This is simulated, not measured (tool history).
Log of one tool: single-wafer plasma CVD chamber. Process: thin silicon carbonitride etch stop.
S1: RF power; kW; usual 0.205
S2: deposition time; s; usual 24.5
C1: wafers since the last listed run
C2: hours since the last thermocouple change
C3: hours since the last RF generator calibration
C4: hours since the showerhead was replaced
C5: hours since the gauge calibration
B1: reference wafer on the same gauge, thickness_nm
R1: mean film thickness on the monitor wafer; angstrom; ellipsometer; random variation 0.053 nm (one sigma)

run 1 hour=0 | S1=0.205 S2=24.5 | C1=0 C2=1733.9 C3=1507.5 C4=6837.8 C5=897.3 | B1=15.899 | R1=153.37
run 2 hour=82.5 | S1=0.205 S2=24.5 | C1=1993 C2=1816.4 C3=1590 C4=6920.3 C5=979.8 | B1=15.897 | R1=153.49
run 3 hour=170.9 | S1=0.205 S2=20.9 | C1=2135 C2=1904.8 C3=1678.4 C4=7008.7 C5=1068.2 | B1=15.91 | R1=130.12
run 4 hour=222.7 | S1=0.205 S2=20.9 | C1=1251 C2=1956.6 C3=1730.2 C4=7060.5 C5=1120 | B1=15.895 | R1=130.14
run 5 hour=320.4 | S1=0.205 S2=24.5 | C1=2360 C2=2054.3 C3=1827.9 C4=7158.2 C5=1217.7 | B1=15.907 | R1=152.12
run 6 hour=420.2 | S1=0.205 S2=24.5 | C1=2411 C2=2154.1 C3=1927.7 C4=7258 C5=1317.5 | B1=15.894 | R1=152.68
run 7 hour=466.2 | S1=0.205 S2=24.5 | C1=1111 C2=2200.1 C3=1973.7 C4=7304 C5=1363.5 | B1=15.896 | R1=152.96
run 8 hour=551.3 | S1=0.205 S2=24.5 | C1=2056 C2=2285.2 C3=2058.8 C4=7389.1 C5=1448.6 | B1=15.904 | R1=153.07
run 9 hour=588.2 | S1=0.205 S2=24.5 | C1=891 C2=2322.1 C3=2095.7 C4=7426 C5=1485.5 | B1=15.912 | R1=153.52
run 10 hour=660.3 | S1=0.205 S2=24.5 | C1=1742 C2=2394.2 C3=2167.8 C4=7498.1 C5=1557.6 | B1=15.887 | R1=152.24
run 11 hour=712.8 | S1=0.205 S2=23.2 | C1=1268 C2=2446.7 C3=2220.3 C4=7550.6 C5=1610.1 | B1=15.902 | R1=143.82
run 12 hour=771.9 | S1=0.205 S2=23.2 | C1=1428 C2=2505.8 C3=2279.4 C4=7609.7 C5=1669.2 | B1=15.89 | R1=144.19
-- hour=812.8 thermocouple changed; heater temperature recalibrated
-- hour=826.9 RF generator calibrated
run 13 hour=835 | S1=0.205 S2=24.5 | C1=1138 C2=22.2 C3=8.1 C4=7672.8 C5=1732.3 | B1=15.894 | R1=156.26
run 14 hour=914.1 | S1=0.205 S2=24.5 | C1=1911 C2=101.3 C3=87.2 C4=7751.9 C5=1811.4 | B1=15.89 | R1=155.34
-- hour=994.5 showerhead replaced
run 15 hour=1009.6 | S1=0.19 S2=28.1 | C1=2114 C2=196.8 C3=182.7 C4=15.1 C5=1906.9 | B1=15.884 | R1=173.14
run 16 hour=1061.1 | S1=0.225 S2=20.6 | C1=1244 C2=248.3 C3=234.2 C4=66.6 C5=1958.4 | B1=15.914 | R1=132.89
-- hour=1146.3 gauge calibrated
run 17 hour=1165.5 | S1=0.245 S2=24.5 | C1=2522 C2=352.7 C3=338.6 C4=171 C5=19.2 | B1=15.901 | R1=161
run 18 hour=1226.8 | S1=0.24 S2=26.5 | C1=1481 C2=414 C3=399.9 C4=232.3 C5=80.5 | B1=15.906 | R1=172.58
run 19 hour=1274.7 | S1=0.205 S2=28.1 | C1=1157 C2=461.9 C3=447.8 C4=280.2 C5=128.4 | B1=15.906 | R1=176.42
run 20 hour=1368.1 | S1=0.17 S2=28.8 | C1=2256 C2=555.3 C3=541.2 C4=373.6 C5=221.8 | B1=15.906 | R1=174.68
run 21 hour=1429.2 | S1=0.205 S2=24.5 | C1=1476 C2=616.4 C3=602.3 C4=434.7 C5=282.9 | B1=15.894 | R1=154.16
run 22 hour=1502.8 | S1=0.23 S2=27.5 | C1=1778 C2=690 C3=675.9 C4=508.3 C5=356.5 | B1=15.906 | R1=176.77
run 23 hour=1602.8 | S1=0.195 S2=29.1 | C1=2416 C2=790 C3=775.9 C4=608.3 C5=456.5 | B1=15.898 | R1=179.24
run 24 hour=1665.3 | S1=0.23 S2=19.7 | C1=1510 C2=852.5 C3=838.4 C4=670.8 C5=519 | B1=15.874 | R1=127.17
run 25 hour=1710.1 | S1=0.185 S2=27 | C1=1082 C2=897.3 C3=883.2 C4=715.6 C5=563.8 | B1=15.916 | R1=164.68
run 26 hour=1810.4 | S1=0.205 S2=20.2 | C1=2423 C2=997.6 C3=983.5 C4=815.9 C5=664.1 | B1=15.919 | R1=126.71
run 27 hour=1881 | S1=0.205 S2=24.5 | C1=1705 C2=1068.2 C3=1054.1 C4=886.5 C5=734.7 | B1=15.91 | R1=153.47
run 28 hour=1988.5 | S1=0.225 S2=26.8 | C1=2597 C2=1175.7 C3=1161.6 C4=994 C5=842.2 | B1=15.899 | R1=170.26

Measured less the same run without the tool's hidden state. The same run-to-run variation is in both; the gauge's scatter may not be:
The hidden state here: wafer temperature above the value expected at the setpoint (K); delivered RF power above the setpoint (%); gauge reads high (%).
run=1 R1=-2.81
run=2 R1=-2.86
run=3 R1=-2.46
run=4 R1=-2.47
run=5 R1=-2.93
run=6 R1=-2.96
run=7 R1=-2.99
run=8 R1=-3
run=9 R1=-3.02
run=10 R1=-3.01
run=11 R1=-2.85
run=12 R1=-2.87
run=13 R1=-0.47
run=14 R1=-0.79
run=15 R1=-1.26
run=16 R1=-1.11
run=17 R1=-1.66
run=18 R1=-1.96
run=19 R1=-2.12
run=20 R1=-2.34
run=21 R1=-2.17
run=22 R1=-2.65
run=23 R1=-2.87
run=24 R1=-2.1
run=25 R1=-2.78
run=26 R1=-2.24
run=27 R1=-2.79
run=28 R1=-3.2
